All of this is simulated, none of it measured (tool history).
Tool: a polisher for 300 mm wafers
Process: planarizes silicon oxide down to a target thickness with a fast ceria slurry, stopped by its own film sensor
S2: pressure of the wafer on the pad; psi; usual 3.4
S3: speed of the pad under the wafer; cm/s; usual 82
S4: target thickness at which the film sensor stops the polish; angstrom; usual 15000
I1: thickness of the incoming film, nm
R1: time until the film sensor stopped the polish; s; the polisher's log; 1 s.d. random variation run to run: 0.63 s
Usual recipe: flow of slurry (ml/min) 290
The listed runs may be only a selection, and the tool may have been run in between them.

{"run": 1, "hour": 0.0, "flow of slurry (ml/min)": 290, "S2": 3.6, "S3": 82, "S4": 15000, "I1": 2521.8, "R1": 63.7}
{"run": 2, "hour": 31.3, "flow of slurry (ml/min)": 290, "S2": 3.4, "S3": 82, "S4": 15000, "I1": 2525.5, "R1": 66.2}
{"run": 3, "hour": 82.7, "flow of slurry (ml/min)": 290, "S2": 3.4, "S3": 102, "S4": 15000, "I1": 2556.7, "R1": 55.2}
{"run": 4, "hour": 137.4, "flow of slurry (ml/min)": 290, "S2": 3.4, "S3": 102, "S4": 15000, "I1": 2558.4, "R1": 57.5}
{"run": 5, "hour": 202.8, "flow of slurry (ml/min)": 290, "S2": 3.4, "S3": 102, "S4": 15000, "I1": 2555.2, "R1": 57.6}
{"run": 6, "hour": 231.9, "flow of slurry (ml/min)": 290, "S2": 3.4, "S3": 82, "S4": 15000, "I1": 2517.1, "R1": 70.0}
{"hour": 269.2, "done": "worn pad replaced by a new one"}
{"run": 7, "hour": 375.6, "flow of slurry (ml/min)": 290, "S2": 3.4, "S3": 82, "S4": 15000, "I1": 2604.1, "R1": 69.3}
{"run": 8, "hour": 417.6, "flow of slurry (ml/min)": 290, "S2": 3.4, "S3": 102, "S4": 17450, "I1": 2574.0, "R1": 41.8}
{"hour": 440.7, "done": "head pressure recalibrated"}
{"run": 9, "hour": 489.0, "flow of slurry (ml/min)": 290, "S2": 3.4, "S3": 102, "S4": 17450, "I1": 2519.5, "R1": 39.6}
{"run": 10, "hour": 546.4, "flow of slurry (ml/min)": 290, "S2": 3.4, "S3": 102, "S4": 17450, "I1": 2525.7, "R1": 40.1}
{"run": 11, "hour": 601.9, "flow of slurry (ml/min)": 290, "S2": 3.4, "S3": 82, "S4": 15000, "I1": 2543.9, "R1": 68.1}
{"run": 12, "hour": 643.2, "flow of slurry (ml/min)": 290, "S2": 3.4, "S3": 82, "S4": 15000, "I1": 2525.8, "R1": 67.4}
{"hour": 661.9, "done": "worn pad replaced by a new one"}
{"run": 13, "hour": 712.6, "flow of slurry (ml/min)": 290, "S2": 3.4, "S3": 82, "S4": 15000, "I1": 2571.2, "R1": 66.8}
{"run": 14, "hour": 748.3, "flow of slurry (ml/min)": 290, "S2": 3.4, "S3": 82, "S4": 16930, "I1": 2598.6, "R1": 56.9}
{"run": 15, "hour": 812.6, "flow of slurry (ml/min)": 290, "S2": 3.4, "S3": 82, "S4": 16930, "I1": 2557.4, "R1": 54.4}
{"run": 16, "hour": 848.3, "flow of slurry (ml/min)": 290, "S2": 2.5, "S3": 82, "S4": 15000, "I1": 2589.9, "R1": 81.1}
{"run": 17, "hour": 882.7, "flow of slurry (ml/min)": 355, "S2": 2.8, "S3": 82, "S4": 15000, "I1": 2567.7, "R1": 74.6}
{"hour": 928.1, "done": "slurry nozzle cleaned"}
{"run": 18, "hour": 942.5, "flow of slurry (ml/min)": 290, "S2": 3.4, "S3": 82, "S4": 15000, "I1": 2576.6, "R1": 70.3}
{"run": 19, "hour": 978.5, "flow of slurry (ml/min)": 290, "S2": 2.8, "S3": 82, "S4": 13690, "I1": 2611.7, "R1": 89.6}
{"run": 20, "hour": 1044.9, "flow of slurry (ml/min)": 290, "S2": 3.9, "S3": 104, "S4": 17500, "I1": 2567.1, "R1": 38.7}
{"hour": 1059.1, "done": "head pressure recalibrated"}
{"run": 21, "hour": 1108.1, "flow of slurry (ml/min)": 290, "S2": 3.4, "S3": 82, "S4": 15000, "I1": 2596.2, "R1": 73.7}
{"hour": 1116.0, "done": "worn pad replaced by a new one"}
{"run": 22, "hour": 1179.1, "flow of slurry (ml/min)": 290, "S2": 3.4, "S3": 82, "S4": 13290, "I1": 2532.4, "R1": 74.3}
{"run": 23, "hour": 1228.0, "flow of slurry (ml/min)": 255, "S2": 3.4, "S3": 104, "S4": 13600, "I1": 2571.7, "R1": 60.0}
{"run": 24, "hour": 1279.1, "flow of slurry (ml/min)": 290, "S2": 3.4, "S3": 82, "S4": 15000, "I1": 2554.2, "R1": 66.9}
{"run": 25, "hour": 1321.6, "flow of slurry (ml/min)": 290, "S2": 3.4, "S3": 82, "S4": 15000, "I1": 2594.2, "R1": 69.6}
{"run": 26, "hour": 1384.3, "flow of slurry (ml/min)": 325, "S2": 3.4, "S3": 82, "S4": 15000, "I1": 2597.8, "R1": 70.0}
{"run": 27, "hour": 1471.7, "flow of slurry (ml/min)": 290, "S2": 3.4, "S3": 82, "S4": 15000, "I1": 2583.2, "R1": 70.8}
{"hour": 1510.6, "done": "worn pad replaced by a new one"}
{"run": 28, "hour": 1515.0, "flow of slurry (ml/min)": 290, "S2": 3.4, "S3": 82, "S4": 15000, "I1": 2534.1, "R1": 64.1}
{"hour": 1528.1, "done": "head pressure recalibrated"}
{"run": 29, "hour": 1539.7, "flow of slurry (ml/min)": 235, "S2": 3.4, "S3": 82, "S4": 17590, "I1": 2613.0, "R1": 55.3}
{"run": 30, "hour": 1609.9, "flow of slurry (ml/min)": 290, "S2": 3.4, "S3": 82, "S4": 15000, "I1": 2549.5, "R1": 65.6}
{"run": 31, "hour": 1756.7, "flow of slurry (ml/min)": 290, "S2": 4.4, "S3": 58, "S4": 17270, "I1": 2531.5, "R1": 61.6}
{"run": 32, "hour": 1793.7, "flow of slurry (ml/min)": 290, "S2": 2.4, "S3": 100, "S4": 15000, "I1": 2558.3, "R1": 67.6}
{"run": 33, "hour": 1829.5, "flow of slurry (ml/min)": 290, "S2": 3.4, "S3": 82, "S4": 16930, "I1": 2512.8, "R1": 53.5}
{"hour": 1831.5, "done": "slurry nozzle cleaned"}
{"run": 34, "hour": 1862.9, "flow of slurry (ml/min)": 200, "S2": 3.4, "S3": 82, "S4": 15000, "I1": 2543.4, "R1": 70.9}
{"run": 35, "hour": 1890.8, "flow of slurry (ml/min)": 390, "S2": 3.4, "S3": 82, "S4": 17140, "I1": 2603.1, "R1": 55.9}
{"run": 36, "hour": 1915.7, "flow of slurry (ml/min)": 245, "S2": 4.4, "S3": 106, "S4": 12900, "I1": 2566.4, "R1": 56.2}
{"hour": 1937.5, "done": "worn pad replaced by a new one"}
{"run": 37, "hour": 1965.7, "flow of slurry (ml/min)": 230, "S2": 3.4, "S3": 106, "S4": 13530, "I1": 2545.4, "R1": 59.3}
{"run": 38, "hour": 1994.1, "flow of slurry (ml/min)": 290, "S2": 4.3, "S3": 108, "S4": 11470, "I1": 2559.7, "R1": 57.1}

Some steps in R1 between neighbouring runs. How much of each would the tool show without its hidden state too (settings, what came in, random variation), and how much is left for the hidden state, with any gauge scatter that isn't in both results?
The tool's hidden condition here consists of: removal rate lost through wear of the pad, %; slurry flow missing at the pad, %; deviation of the head's pressure from its setpoint, %.
Run 6 -> 7: worn pad replaced by a new one. R1 -0.7 s: hidden state -5.6, all else +4.9.
Run 10 -> 11: S3 102 -> 82, S4 17450 -> 15000. R1 +28.0 s: hidden state +1.7, all else +26.3.
Run 19 -> 20: S2 2.8 -> 3.9, S3 82 -> 104, S4 13690 -> 17500. R1 -50.9 s: hidden state -1.6, all else -49.3.
Run 20 -> 21: S2 3.9 -> 3.4, S3 104 -> 82, S4 17500 -> 15000, head pressure recalibrated. R1 +35.0 s: hidden state +3.4, all else +31.6.
Run 21 -> 22: S4 15000 -> 13290, worn pad replaced by a new one. R1 +0.6 s: hidden state -5.4, all else +6.0.
